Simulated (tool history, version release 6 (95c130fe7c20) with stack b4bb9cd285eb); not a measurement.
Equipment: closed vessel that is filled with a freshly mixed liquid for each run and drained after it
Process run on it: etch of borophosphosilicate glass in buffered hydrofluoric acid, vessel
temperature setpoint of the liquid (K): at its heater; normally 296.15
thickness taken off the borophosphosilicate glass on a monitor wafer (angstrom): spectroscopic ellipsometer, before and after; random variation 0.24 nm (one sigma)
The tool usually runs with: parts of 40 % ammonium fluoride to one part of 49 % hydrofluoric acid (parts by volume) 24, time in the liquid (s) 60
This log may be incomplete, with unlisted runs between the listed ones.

run	hour	temperature setpoint of the liquid (K)	parts of 40 % ammonium fluoride to one part of 49 % hydrofluoric acid (parts by volume)	time in the liquid (s)	read-back film thickness of the borophosphosilicate glass reference wafer, read on the same gauge (nm)	thickness taken off the borophosphosilicate glass on a monitor wafer (angstrom)
1	0	296.15	24	60	49.99	754.8
2	62	296.15	24	60	50	752.4
3	262.3	296.15	24	60	49.99	754.2
4	318.1	296.15	30	60	49.97	643.5
5	347.9	296.15	30	60	49.99	643.7
6	391.9	296.15	30	60	50.02	646
# hour 510.2: thermometer replaced
7	515.3	297.15	30	60	50	681.6
8	569.3	296.15	24	60	50.01	753.7
# hour 570.7: hydrofluoric acid flow meter replaced
9	607	296.15	24	60	49.99	754.3
# hour 657.5: gauge calibrated
10	673.7	296.15	30	60	50	642.1
11	713.1	293.15	17	75	50.01	1061.1
12	739.6	296.15	30	60	50	648.8
13	769.1	293.65	21	30	50	361.7
14	830	296.15	24	60	49.99	755.2
15	868.5	292.65	30	90	50	792.9
16	919.7	294.65	26.5	60	50.01	649.2
17	969.7	294.65	24	90	50	1037.8
18	1002.1	294.65	17	45	49.99	693.9

Consider 5 possible next runs. They are alternatives, not a sequence: every one starts from the tool as it was left by run 18. What does each give?
A	1002.8	296.15	24	60	?	?
B	1002.8	296.15	24	50	?	?
C	1002.8	292.65	29	60	?	?
D	1002.8	299.15	28	60	?	?
E	1002.8	292.15	29.5	60	?	?

run	read-back film thickness of the borophosphosilicate glass reference wafer, read on the same gauge (nm)	thickness taken off the borophosphosilicate glass on a monitor wafer (angstrom)
A	50.01	753.6
B	50.01	628
C	50.01	544.6
D	50.01	797.3
E	50.01	523.4
Had the tool no hidden state, the same runs would have come out as:
run	thickness taken off the borophosphosilicate glass on a monitor wafer (angstrom)
A	753.6
B	628
C	544.6
D	797.3
E	523.4

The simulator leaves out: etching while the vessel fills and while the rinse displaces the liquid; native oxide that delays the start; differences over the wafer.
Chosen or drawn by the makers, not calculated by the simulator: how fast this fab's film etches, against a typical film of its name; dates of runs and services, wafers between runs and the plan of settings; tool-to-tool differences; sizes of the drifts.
